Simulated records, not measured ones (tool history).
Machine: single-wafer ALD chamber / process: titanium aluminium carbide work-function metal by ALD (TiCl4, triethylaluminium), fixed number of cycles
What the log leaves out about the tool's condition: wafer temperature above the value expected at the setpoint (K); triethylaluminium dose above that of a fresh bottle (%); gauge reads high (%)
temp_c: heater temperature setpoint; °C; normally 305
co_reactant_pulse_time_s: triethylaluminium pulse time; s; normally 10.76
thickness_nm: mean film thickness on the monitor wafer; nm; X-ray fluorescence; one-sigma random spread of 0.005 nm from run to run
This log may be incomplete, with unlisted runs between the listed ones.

run	hour	temp_c	co_reactant_pulse_time_s	wafers since the last listed run	hours since the last thermocouple change	hours since the last triethylaluminium bottle change	hours since the showerhead was replaced	hours since the gauge calibration	read-back reference wafer on the same gauge, thickness_nm	thickness_nm
1	0.0	305	10.76	0	2425.7	328.1	5938.7	270.8	2.210	1.989
2	48.4	305	10.76	346	2474.1	376.5	5987.1	319.2	2.212	1.977
3	68.3	305	10.76	142	2494.0	396.4	6007.0	339.1	2.210	1.989
4	85.2	310	10.76	121	2510.9	413.3	6023.9	356.0	2.213	2.028
5	99.8	298	10.76	104	2525.5	427.9	6038.5	370.6	2.209	1.915
6	121.8	298	10.76	157	2547.5	449.9	6060.5	392.6	2.212	1.914
7	149.5	298	10.76	198	2575.2	477.6	6088.2	420.3	2.208	1.913
8	179.5	305	10.76	215	2605.2	507.6	6118.2	450.3	2.210	1.980
9	204.4	305	10.76	178	2630.1	532.5	6143.1	475.2	2.212	1.977
10	230.1	305	10.76	184	2655.8	558.2	6168.8	500.9	2.212	1.972
# hour 252.1: showerhead replaced
11	252.6	296	8.17	103	2678.3	580.7	0.5	523.4	2.209	1.835
12	279.7	296	8.17	194	2705.4	607.8	27.6	550.5	2.208	1.838
13	293.8	305	10.76	101	2719.5	621.9	41.7	564.6	2.209	1.971
14	320.1	312	15.06	188	2745.8	648.2	68.0	590.9	2.210	2.075
# hour 392.1: thermocouple changed; heater temperature recalibrated
15	425.4	305	10.76	697	33.3	753.5	173.3	696.2	2.211	1.966
16	449.1	305	10.76	169	57.0	777.2	197.0	719.9	2.213	1.971
17	471.4	305	9.16	159	79.3	799.5	219.3	742.2	2.213	1.931
18	488.2	305	6.98	120	96.1	816.3	236.1	759.0	2.208	1.859
19	503.0	320	12.63	106	110.9	831.1	250.9	773.8	2.207	2.146
20	538.1	305	10.76	251	146.0	866.2	286.0	808.9	2.211	1.961
# hour 548.0: gauge calibrated
# hour 560.2: triethylaluminium bottle replaced
21	560.7	317	6.93	104	168.6	0.5	308.6	12.7	2.208	2.031
22	582.2	315	10.76	154	190.1	22.0	330.1	34.2	2.210	2.100
23	594.9	297	14.44	91	202.8	34.7	342.8	46.9	2.210	1.942
24	629.4	298	14.72	247	237.3	69.2	377.3	81.4	2.209	1.955
25	722.8	311	8.00	669	330.7	162.6	470.7	174.8	2.210	1.994
26	758.2	292	6.68	253	366.1	198.0	506.1	210.2	2.210	1.787
27	778.0	298	9.54	141	385.9	217.8	525.9	230.0	2.211	1.900

What if the next run were any one of these 4? Each begins from the tool's condition after run 27:
A	778.4	305	14.21	2	386.3	218.2	526.3	230.4	?	?
B	778.4	299	13.05	2	386.3	218.2	526.3	230.4	?	?
C	778.4	310	9.27	2	386.3	218.2	526.3	230.4	?	?
D	778.4	305	12.18	2	386.3	218.2	526.3	230.4	?	?

run	read-back reference wafer on the same gauge, thickness_nm	thickness_nm
A	2.211	2.027
B	2.211	1.960
C	2.211	2.019
D	2.211	2.011
Had the tool no hidden state, the same runs would have come out as:
run	thickness_nm
A	2.032
B	1.966
C	2.030
D	2.018
